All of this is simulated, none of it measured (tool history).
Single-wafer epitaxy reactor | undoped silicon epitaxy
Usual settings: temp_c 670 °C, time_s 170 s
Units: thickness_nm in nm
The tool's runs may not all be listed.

| run | day | temp_c | time_s | read-back reference wafer on the same gauge, thickness_nm | thickness_nm |
|---|---|---|---|---|---|
| 1 | 0.000 | 670 | 170 | 44.400 | 41.930 |
| 2 | 1.417 | 670 | 170 | 44.402 | 41.941 |
| 3 | 2.496 | 680 | 170 | 44.396 | 50.821 |
| 4 | 4.100 | 680 | 170 | 44.356 | 50.804 |
| 5 | 6.750 | 670 | 170 | 44.424 | 41.942 |
| 6 | 8.350 | 670 | 170 | 44.391 | 41.992 |
| 7 | 9.729 | 670 | 170 | 44.391 | 41.883 |
| 8 | 11.579 | 670 | 170 | 44.413 | 42.067 |
| 9 | 14.100 | 670 | 170 | 44.369 | 42.283 |
| 10 | 15.992 | 670 | 170 | 44.422 | 41.981 |
| 11 | 17.404 | 670 | 170 | 44.414 | 41.971 |
| 12 | 19.471 | 670 | 170 | 44.393 | 42.261 |
| 13 | 21.592 | 670 | 170 | 44.403 | 42.178 |
| 14 | 22.871 | 670 | 170 | 44.407 | 42.209 |
| 15 | 23.908 | 684 | 170 | 44.403 | 55.245 |
|  | 24.275 | gauge calibrated |
|  | 26.775 | pyrometer calibrated |
| 16 | 26.796 | 670 | 152 | 44.375 | 38.111 |
| 17 | 29.083 | 659 | 194 | 44.409 | 39.305 |
| 18 | 30.179 | 670 | 170 | 44.396 | 42.901 |
| 19 | 31.725 | 661 | 197 | 44.413 | 41.360 |
|  | 34.150 | pyrometer calibrated, repeated, since the last time left the tool worse |
| 20 | 34.171 | 670 | 158 | 44.405 | 38.835 |
| 21 | 36.779 | 659 | 156 | 44.398 | 30.912 |
| 22 | 45.179 | 670 | 170 | 44.390 | 41.887 |
| 23 | 46.717 | 670 | 194 | 44.424 | 47.877 |
| 24 | 49.412 | 663 | 189 | 44.356 | 40.628 |
| 25 | 51.817 | 674 | 191 | 44.444 | 51.093 |
| 26 | 53.892 | 663 | 189 | 44.369 | 40.613 |
| 27 | 55.096 | 670 | 147 | 44.385 | 36.405 |
| 28 | 57.317 | 675 | 150 | 44.417 | 40.904 |

Forecast each of these 5 alternatives for the next run:
| A | 57.333 | 677 | 170 | ? | ? |
| B | 57.333 | 658 | 148 | ? | ? |
| C | 57.333 | 663 | 139 | ? | ? |
| D | 57.333 | 661 | 154 | ? | ? |
| E | 57.333 | 681 | 170 | ? | ? |

| run | read-back reference wafer on the same gauge, thickness_nm | thickness_nm |
|---|---|---|
| A | 44.411 | 48.136 |
| B | 44.411 | 28.881 |
| C | 44.411 | 29.958 |
| D | 44.411 | 31.901 |
| E | 44.411 | 51.968 |
Without the tool's hidden state the same runs would have given:
| run | thickness_nm |
|---|---|
| A | 48.003 |
| B | 28.799 |
| C | 29.873 |
| D | 31.811 |
| E | 51.826 |

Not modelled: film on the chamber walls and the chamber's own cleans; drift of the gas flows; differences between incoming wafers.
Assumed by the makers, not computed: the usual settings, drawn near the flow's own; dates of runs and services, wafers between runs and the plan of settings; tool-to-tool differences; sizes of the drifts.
